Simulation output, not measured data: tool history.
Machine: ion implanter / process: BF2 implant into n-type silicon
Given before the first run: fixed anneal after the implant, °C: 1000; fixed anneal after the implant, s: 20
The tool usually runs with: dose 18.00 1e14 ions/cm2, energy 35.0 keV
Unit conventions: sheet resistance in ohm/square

| run | hour | dose | energy | wafers since the last listed run | hours since the last dose calibration | hours since the extraction supply was calibrated | hours since the gauge calibration | read-back reference wafer on the same gauge, sheet resistance | sheet resistance |
|---|---|---|---|---|---|---|---|---|---|
| 1 | 0.0 | 18.00 | 31.0 | 0 | 2281.9 | 2074.9 | 259.6 | 133.95 | 134.35 |
| 2 | 42.2 | 18.00 | 31.0 | 717 | 2324.1 | 2117.1 | 301.8 | 134.03 | 134.68 |
| 3 | 117.1 | 18.00 | 31.0 | 1273 | 2399.0 | 2192.0 | 376.7 | 134.01 | 134.24 |
| 4 | 155.8 | 19.41 | 35.0 | 658 | 2437.7 | 2230.7 | 415.4 | 133.98 | 125.43 |
|  | 189.6 | gauge calibrated |
| 5 | 209.1 | 19.41 | 35.0 | 906 | 2491.0 | 2284.0 | 19.5 | 133.99 | 125.31 |
| 6 | 282.7 | 19.41 | 35.0 | 1251 | 2564.6 | 2357.6 | 93.1 | 134.02 | 125.43 |
|  | 339.0 | Faraday cup replaced and dose calibrated |
| 7 | 339.5 | 14.23 | 35.0 | 830 | 0.5 | 2414.4 | 149.9 | 134.00 | 131.65 |

For run 8, what comes out?
| 8 | 433.9 | 18.00 | 42.5 | 1605 | 94.9 | 2508.8 | 244.3 | ? | ? |

read-back reference wafer on the same gauge, sheet resistance: 133.97
sheet resistance: 114.60 ohm/square
Take away the tool's hidden state, keep the run-to-run variation as it was, and the same run would have given sheet resistance 112.43 ohm/square.
